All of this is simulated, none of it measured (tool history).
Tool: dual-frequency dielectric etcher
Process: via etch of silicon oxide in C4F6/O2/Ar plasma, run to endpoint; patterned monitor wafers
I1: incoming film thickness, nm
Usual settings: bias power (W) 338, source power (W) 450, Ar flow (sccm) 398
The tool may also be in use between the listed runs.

Run 1, hour 0.0: usual settings but bias power (W) 287; I1 68.3. Result: endpoint time (s) 18.7.
Run 2, hour 333.5: usual settings; I1 68.4. Result: endpoint time (s) 18.1.
Run 3, hour 393.6: usual settings; I1 68.0. Result: endpoint time (s) 17.8.
Run 4, hour 492.8: usual settings; I1 68.0. Result: endpoint time (s) 17.8.
Run 5, hour 578.3: usual settings but bias power (W) 395; I1 68.8. Result: endpoint time (s) 17.0.
Run 6, hour 639.9: usual settings; I1 68.1. Result: endpoint time (s) 17.8.
Run 7, hour 713.4: usual settings; I1 68.6. Result: endpoint time (s) 17.8.
Run 8, hour 798.0: usual settings; I1 68.0. Result: endpoint time (s) 17.6.
Run 9, hour 1017.9: usual settings; I1 68.1. Result: endpoint time (s) 18.0.
Run 10, hour 1090.3: usual settings; I1 68.7. Result: endpoint time (s) 18.2.
Run 11, hour 1129.3: usual settings; I1 68.1. Result: endpoint time (s) 18.0.
Run 12, hour 1227.9: usual settings; I1 68.5. Result: endpoint time (s) 18.0.
Run 13, hour 1304.3: usual settings but bias power (W) 389; I1 69.4. Result: endpoint time (s) 17.3.
Run 14, hour 1360.5: usual settings but source power (W) 520, Ar flow (sccm) 354; I1 68.5. Result: endpoint time (s) 16.6.
Run 15, hour 1402.4: usual settings; I1 68.5. Result: endpoint time (s) 17.8.
Run 16, hour 1502.5: usual settings but source power (W) 520; I1 69.0. Result: endpoint time (s) 16.9.
Run 17, hour 1718.5: usual settings; I1 68.6. Result: endpoint time (s) 17.7.
Run 18, hour 1821.7: usual settings but bias power (W) 393; I1 68.0. Result: endpoint time (s) 16.6.
Run 19, hour 1886.1: usual settings but bias power (W) 274, source power (W) 520, Ar flow (sccm) 324; I1 68.7. Result: endpoint time (s) 17.3.
Run 20, hour 1979.4: usual settings but source power (W) 520; I1 68.5. Result: endpoint time (s) 16.4.
Run 21, hour 2020.4: usual settings but bias power (W) 302, Ar flow (sccm) 475; I1 68.2. Result: endpoint time (s) 18.4.
Run 22, hour 2091.0: usual settings but bias power (W) 370, source power (W) 530; I1 68.5. Result: endpoint time (s) 15.8.
Run 23, hour 2152.4: usual settings; I1 69.0. Result: endpoint time (s) 17.5.
Run 24, hour 2257.1: usual settings but bias power (W) 258, source power (W) 550, Ar flow (sccm) 318; I1 68.0. Result: endpoint time (s) 17.4.
Run 25, hour 2493.6: usual settings but Ar flow (sccm) 343; I1 68.0. Result: endpoint time (s) 17.4.
Run 26, hour 2712.5: usual settings but source power (W) 400, Ar flow (sccm) 373; I1 68.1. Result: endpoint time (s) 18.4.
Run 27, hour 2749.0: usual settings; I1 68.3. Result: endpoint time (s) 17.6.
Run 28, hour 2803.8: usual settings but bias power (W) 294, Ar flow (sccm) 342; I1 68.2. Result: endpoint time (s) 18.0.

Not shown: 8 entries that the log had between the listed runs. Between which runs, and how does the tool's hidden state differ before and after?
Between runs 1 and 2: wet clean of the chamber (hour 333.0)
  etch rate over this chamber's usual, %: 1.53 -> 0.136; bias power that arrives over what is set, %: -4.23 -> -4.49
Between runs 8 and 9: source power generator calibrated (hour 901.7); wet clean of the chamber (hour 961.4)
  etch rate over this chamber's usual, %: 2.07 -> -0.205; bias power that arrives over what is set, %: -4.77 -> -4.87
Between runs 15 and 16: upper electrode replaced (hour 1488.1)
  etch rate over this chamber's usual, %: 1.4 -> 1.81; bias power that arrives over what is set, %: -5.01 -> -5.04
Between runs 16 and 17: bias power generator calibrated (hour 1552.3); wet clean of the chamber (hour 1559.0)
  etch rate over this chamber's usual, %: 1.81 -> 0.694; bias power that arrives over what is set, %: -5.04 -> -0.644
Between runs 17 and 18: Ar flow controller replaced (hour 1793.8)
  etch rate over this chamber's usual, %: 0.694 -> 1.12; bias power that arrives over what is set, %: -0.644 -> -0.98
Between runs 23 and 24: wet clean of the chamber (hour 2256.6)
  etch rate over this chamber's usual, %: 2.5 -> -0.073; bias power that arrives over what is set, %: -1.9 -> -2.15

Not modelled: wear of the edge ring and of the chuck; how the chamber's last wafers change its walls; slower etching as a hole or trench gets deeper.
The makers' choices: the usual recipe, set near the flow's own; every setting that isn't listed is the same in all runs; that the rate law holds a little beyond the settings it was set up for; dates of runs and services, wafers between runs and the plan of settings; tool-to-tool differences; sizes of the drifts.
